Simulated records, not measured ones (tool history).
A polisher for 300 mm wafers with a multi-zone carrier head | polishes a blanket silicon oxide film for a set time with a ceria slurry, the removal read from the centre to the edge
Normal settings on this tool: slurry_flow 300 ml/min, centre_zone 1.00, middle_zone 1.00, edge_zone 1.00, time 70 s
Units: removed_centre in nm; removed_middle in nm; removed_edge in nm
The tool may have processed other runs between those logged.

| run | hour | slurry_flow | centre_zone | middle_zone | edge_zone | time | wafers since the last listed run | wafers polished on this pad | hours since the slurry nozzle was cleaned | hours since the centre zone pressure was calibrated | hours since the edge zone pressure was calibrated | hours since the carrier head's membrane was replaced | incoming thickness of the incoming film, nm | removed_centre | removed_middle | removed_edge |
|---|---|---|---|---|---|---|---|---|---|---|---|---|---|---|---|---|
| 1 | 0.0 | 300 | 1.00 | 1.00 | 1.00 | 70 | 0 | 144 | 232.8 | 1460.8 | 1136.3 | 1387.0 | 1532.3 | 373.5 | 380.0 | 363.2 |
| 2 | 7.7 | 300 | 1.00 | 1.00 | 1.00 | 70 | 63 | 208 | 240.5 | 1468.5 | 1144.0 | 1394.7 | 1525.9 | 369.9 | 367.0 | 360.5 |
| 3 | 17.3 | 300 | 1.00 | 1.00 | 1.00 | 70 | 79 | 287 | 250.1 | 1478.1 | 1153.6 | 1404.3 | 1545.5 | 357.0 | 357.0 | 356.4 |
| 4 | 32.4 | 300 | 1.00 | 0.98 | 1.00 | 70 | 125 | 413 | 265.2 | 1493.2 | 1168.7 | 1419.4 | 1515.5 | 364.2 | 365.8 | 350.1 |
| 5 | 44.0 | 300 | 1.06 | 1.00 | 0.94 | 70 | 96 | 509 | 276.8 | 1504.8 | 1180.3 | 1431.0 | 1546.1 | 380.2 | 364.8 | 345.2 |
|  | 46.9 | slurry nozzle cleaned |
|  | 58.2 | carrier head's membrane replaced by a new one, of another model than before |
| 6 | 58.8 | 300 | 1.06 | 1.00 | 0.94 | 70 | 72 | 581 | 11.9 | 1519.6 | 1195.1 | 0.6 | 1521.6 | 388.6 | 358.2 | 342.9 |
|  | 74.2 | worn pad replaced by a new one |
| 7 | 75.4 | 300 | 1.06 | 1.00 | 0.94 | 70 | 104 | 10 | 28.5 | 1536.2 | 1211.7 | 17.2 | 1552.9 | 406.0 | 376.5 | 367.6 |
|  | 80.4 | centre zone pressure recalibrated |
| 8 | 89.6 | 300 | 1.00 | 1.00 | 1.00 | 70 | 101 | 111 | 42.7 | 9.2 | 1225.9 | 31.4 | 1541.1 | 367.7 | 369.3 | 358.5 |
| 9 | 100.4 | 300 | 1.00 | 1.07 | 0.93 | 70 | 89 | 200 | 53.5 | 20.0 | 1236.7 | 42.2 | 1566.1 | 363.0 | 397.7 | 347.6 |
| 10 | 109.4 | 300 | 1.00 | 1.00 | 1.00 | 70 | 74 | 275 | 62.5 | 29.0 | 1245.7 | 51.2 | 1573.9 | 359.0 | 363.3 | 351.4 |
|  | 117.9 | edge zone pressure recalibrated |
| 11 | 127.3 | 300 | 1.00 | 1.00 | 1.00 | 70 | 131 | 406 | 80.4 | 46.9 | 9.4 | 69.1 | 1568.7 | 359.2 | 362.1 | 347.9 |
| 12 | 154.2 | 300 | 1.00 | 1.00 | 1.00 | 70 | 222 | 629 | 107.3 | 73.8 | 36.3 | 96.0 | 1565.6 | 357.0 | 353.1 | 342.7 |
| 13 | 165.1 | 195 | 0.94 | 1.00 | 1.00 | 70 | 90 | 719 | 118.2 | 84.7 | 47.2 | 106.9 | 1520.5 | 301.5 | 330.8 | 330.6 |
|  | 169.9 | worn pad replaced by a new one |
| 14 | 175.7 | 200 | 0.94 | 1.00 | 1.09 | 82 | 54 | 48 | 128.8 | 95.3 | 57.8 | 117.5 | 1550.9 | 380.2 | 413.9 | 426.4 |
| 15 | 186.7 | 300 | 1.00 | 1.07 | 0.93 | 70 | 91 | 139 | 139.8 | 106.3 | 68.8 | 128.5 | 1545.6 | 374.7 | 404.3 | 359.9 |
| 16 | 199.1 | 300 | 1.00 | 1.00 | 1.07 | 70 | 102 | 241 | 152.2 | 118.7 | 81.2 | 140.9 | 1557.9 | 374.1 | 373.0 | 371.8 |
| 17 | 209.6 | 300 | 0.89 | 1.09 | 1.00 | 70 | 86 | 328 | 162.7 | 129.2 | 91.7 | 151.4 | 1539.1 | 306.3 | 396.0 | 358.8 |
| 18 | 222.0 | 370 | 0.92 | 1.00 | 0.91 | 57 | 102 | 431 | 175.1 | 141.6 | 104.1 | 163.8 | 1514.2 | 262.1 | 301.1 | 288.1 |
| 19 | 238.4 | 300 | 0.89 | 0.96 | 1.11 | 91 | 135 | 567 | 191.5 | 158.0 | 120.5 | 180.2 | 1516.9 | 398.0 | 445.2 | 473.4 |
| 20 | 248.9 | 300 | 1.00 | 1.00 | 1.00 | 70 | 86 | 654 | 202.0 | 168.5 | 131.0 | 190.7 | 1562.0 | 362.0 | 364.5 | 351.3 |
| 21 | 257.4 | 395 | 1.12 | 0.95 | 0.96 | 70 | 70 | 724 | 210.5 | 177.0 | 139.5 | 199.2 | 1555.6 | 434.7 | 348.4 | 350.5 |
|  | 264.2 | worn pad replaced by a new one |
| 22 | 272.0 | 360 | 1.07 | 1.00 | 1.00 | 70 | 87 | 64 | 225.1 | 191.6 | 154.1 | 213.8 | 1509.3 | 426.8 | 381.5 | 371.8 |
| 23 | 281.5 | 300 | 1.00 | 1.00 | 1.00 | 92 | 78 | 143 | 234.6 | 201.1 | 163.6 | 223.3 | 1556.5 | 492.3 | 476.6 | 479.7 |

Alternative continuations, all from the tool just after run 23; predict every row:
| A | 281.9 | 300 | 1.00 | 1.00 | 1.00 | 70 | 3 | 146 | 235.0 | 201.5 | 164.0 | 223.7 | 1554.3 | ? | ? | ? |
| B | 281.9 | 300 | 1.00 | 1.00 | 1.03 | 70 | 3 | 146 | 235.0 | 201.5 | 164.0 | 223.7 | 1554.3 | ? | ? | ? |
| C | 281.9 | 300 | 0.93 | 1.00 | 1.07 | 79 | 3 | 146 | 235.0 | 201.5 | 164.0 | 223.7 | 1554.3 | ? | ? | ? |

| run | removed_centre | removed_middle | removed_edge |
|---|---|---|---|
| A | 385.0 | 363.6 | 359.0 |
| B | 385.0 | 363.6 | 361.9 |
| C | 390.8 | 410.6 | 412.9 |
Without the tool's hidden state the same runs would have given:
| run | removed_centre | removed_middle | removed_edge |
|---|---|---|---|
| A | 400.4 | 378.1 | 373.3 |
| B | 400.4 | 378.1 | 376.4 |
| C | 406.4 | 427.0 | 429.4 |
